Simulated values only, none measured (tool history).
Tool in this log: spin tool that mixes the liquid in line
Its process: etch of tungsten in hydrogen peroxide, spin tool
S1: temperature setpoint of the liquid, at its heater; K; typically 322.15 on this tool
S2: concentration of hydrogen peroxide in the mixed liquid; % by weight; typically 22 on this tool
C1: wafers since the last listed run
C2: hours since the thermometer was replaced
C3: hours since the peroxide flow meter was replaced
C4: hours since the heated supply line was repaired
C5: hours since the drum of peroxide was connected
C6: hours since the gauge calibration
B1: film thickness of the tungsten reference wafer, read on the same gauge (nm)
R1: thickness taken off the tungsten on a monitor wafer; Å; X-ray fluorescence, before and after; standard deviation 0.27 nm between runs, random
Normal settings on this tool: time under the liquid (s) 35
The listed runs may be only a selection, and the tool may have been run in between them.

run 1 day=0 | S1=322.15 S2=22 time_under_the_liquid_(s)=35 | C1=0 C2=1886.3 C3=967.4 C4=2087.2 C5=1168.7 C6=135 | B1=80 | R1=434.2
run 2 day=0.529 | S1=322.15 S2=22 time_under_the_liquid_(s)=35 | C1=219 C2=1899 C3=980.1 C4=2099.9 C5=1181.4 C6=147.7 | B1=80 | R1=433.5
run 3 day=1.196 | S1=319.15 S2=25.5 time_under_the_liquid_(s)=35 | C1=276 C2=1915 C3=996.1 C4=2115.9 C5=1197.4 C6=163.7 | B1=80.03 | R1=384.6
run 4 day=1.6 | S1=319.15 S2=25.5 time_under_the_liquid_(s)=35 | C1=167 C2=1924.7 C3=1005.8 C4=2125.6 C5=1207.1 C6=173.4 | B1=80 | R1=382.9
run 5 day=2.95 | S1=322.15 S2=22 time_under_the_liquid_(s)=25 | C1=559 C2=1957.1 C3=1038.2 C4=2158 C5=1239.5 C6=205.8 | B1=80 | R1=305
run 6 day=3.408 | S1=322.15 S2=19 time_under_the_liquid_(s)=35 | C1=189 C2=1968.1 C3=1049.2 C4=2169 C5=1250.5 C6=216.8 | B1=79.98 | R1=398
-- day=3.65 gauge calibrated
run 7 day=4.088 | S1=322.15 S2=22 time_under_the_liquid_(s)=35 | C1=281 C2=1984.4 C3=1065.5 C4=2185.3 C5=1266.8 C6=10.5 | B1=79.99 | R1=428.1
run 8 day=4.604 | S1=322.15 S2=22 time_under_the_liquid_(s)=35 | C1=214 C2=1996.8 C3=1077.9 C4=2197.7 C5=1279.2 C6=22.9 | B1=79.99 | R1=426.3
run 9 day=5.346 | S1=322.15 S2=22 time_under_the_liquid_(s)=35 | C1=307 C2=2014.6 C3=1095.7 C4=2215.5 C5=1297 C6=40.7 | B1=80.01 | R1=429.2
run 10 day=5.729 | S1=322.15 S2=22 time_under_the_liquid_(s)=35 | C1=158 C2=2023.8 C3=1104.9 C4=2224.7 C5=1306.2 C6=49.9 | B1=80 | R1=429.8
-- day=5.8 new drum of peroxide connected
run 11 day=6.088 | S1=322.15 S2=22 time_under_the_liquid_(s)=35 | C1=131 C2=2032.4 C3=1113.5 C4=2233.3 C5=6.9 C6=58.5 | B1=80 | R1=424.6
run 12 day=6.417 | S1=322.15 S2=22 time_under_the_liquid_(s)=20 | C1=136 C2=2040.3 C3=1121.4 C4=2241.2 C5=14.8 C6=66.4 | B1=80.03 | R1=243.4
run 13 day=6.767 | S1=315.65 S2=16.5 time_under_the_liquid_(s)=35 | C1=144 C2=2048.7 C3=1129.8 C4=2249.6 C5=23.2 C6=74.8 | B1=79.99 | R1=242.8
run 14 day=7.496 | S1=314.65 S2=22 time_under_the_liquid_(s)=35 | C1=302 C2=2066.2 C3=1147.3 C4=2267.1 C5=40.7 C6=92.3 | B1=80 | R1=259.1
run 15 day=7.988 | S1=322.15 S2=22 time_under_the_liquid_(s)=35 | C1=203 C2=2078 C3=1159.1 C4=2278.9 C5=52.5 C6=104.1 | B1=80.01 | R1=421.4
run 16 day=8.292 | S1=322.15 S2=22 time_under_the_liquid_(s)=40 | C1=125 C2=2085.3 C3=1166.4 C4=2286.2 C5=59.8 C6=111.4 | B1=80.01 | R1=482.1
-- day=8.6 heated supply line repaired
run 17 day=8.638 | S1=322.15 S2=19.5 time_under_the_liquid_(s)=35 | C1=125 C2=2093.6 C3=1174.7 C4=0.9 C5=68.1 C6=119.7 | B1=80.01 | R1=487.9
-- day=8.817 peroxide flow meter replaced
run 18 day=9.096 | S1=322.15 S2=25 time_under_the_liquid_(s)=35 | C1=172 C2=2104.6 C3=6.7 C4=11.9 C5=79.1 C6=130.7 | B1=79.98 | R1=554.1
-- day=9.275 thermometer replaced
run 19 day=9.575 | S1=315.15 S2=22 time_under_the_liquid_(s)=45 | C1=181 C2=7.2 C3=18.2 C4=23.4 C5=90.6 C6=142.2 | B1=80 | R1=474.1
run 20 day=9.996 | S1=331.65 S2=15.5 time_under_the_liquid_(s)=35 | C1=174 C2=17.3 C3=28.3 C4=33.5 C5=100.7 C6=152.3 | B1=80 | R1=846.9
run 21 day=10.521 | S1=322.15 S2=15.5 time_under_the_liquid_(s)=25 | C1=217 C2=29.9 C3=40.9 C4=46.1 C5=113.3 C6=164.9 | B1=80.01 | R1=339.4
run 22 day=11.129 | S1=322.15 S2=18 time_under_the_liquid_(s)=20 | C1=251 C2=44.5 C3=55.5 C4=60.7 C5=127.9 C6=179.5 | B1=79.99 | R1=292.2
run 23 day=11.8 | S1=322.15 S2=22 time_under_the_liquid_(s)=35 | C1=277 C2=60.6 C3=71.6 C4=76.8 C5=144 C6=195.6 | B1=80.02 | R1=572.6
run 24 day=12.125 | S1=314.15 S2=26.5 time_under_the_liquid_(s)=20 | C1=134 C2=68.4 C3=79.4 C4=84.6 C5=151.8 C6=203.4 | B1=80.01 | R1=213.5

The next listed run, before its measurement:
run 25 day=12.412 | S1=332.15 S2=19 time_under_the_liquid_(s)=20 | C1=119 C2=75.3 C3=86.3 C4=91.5 C5=158.7 C6=210.3 | B1=? | R1=?

Run 25 gave B1 79.98, R1 547.6 Å.
The same run, on a tool lacking any hidden state, would have yielded R1 563.1 Å.

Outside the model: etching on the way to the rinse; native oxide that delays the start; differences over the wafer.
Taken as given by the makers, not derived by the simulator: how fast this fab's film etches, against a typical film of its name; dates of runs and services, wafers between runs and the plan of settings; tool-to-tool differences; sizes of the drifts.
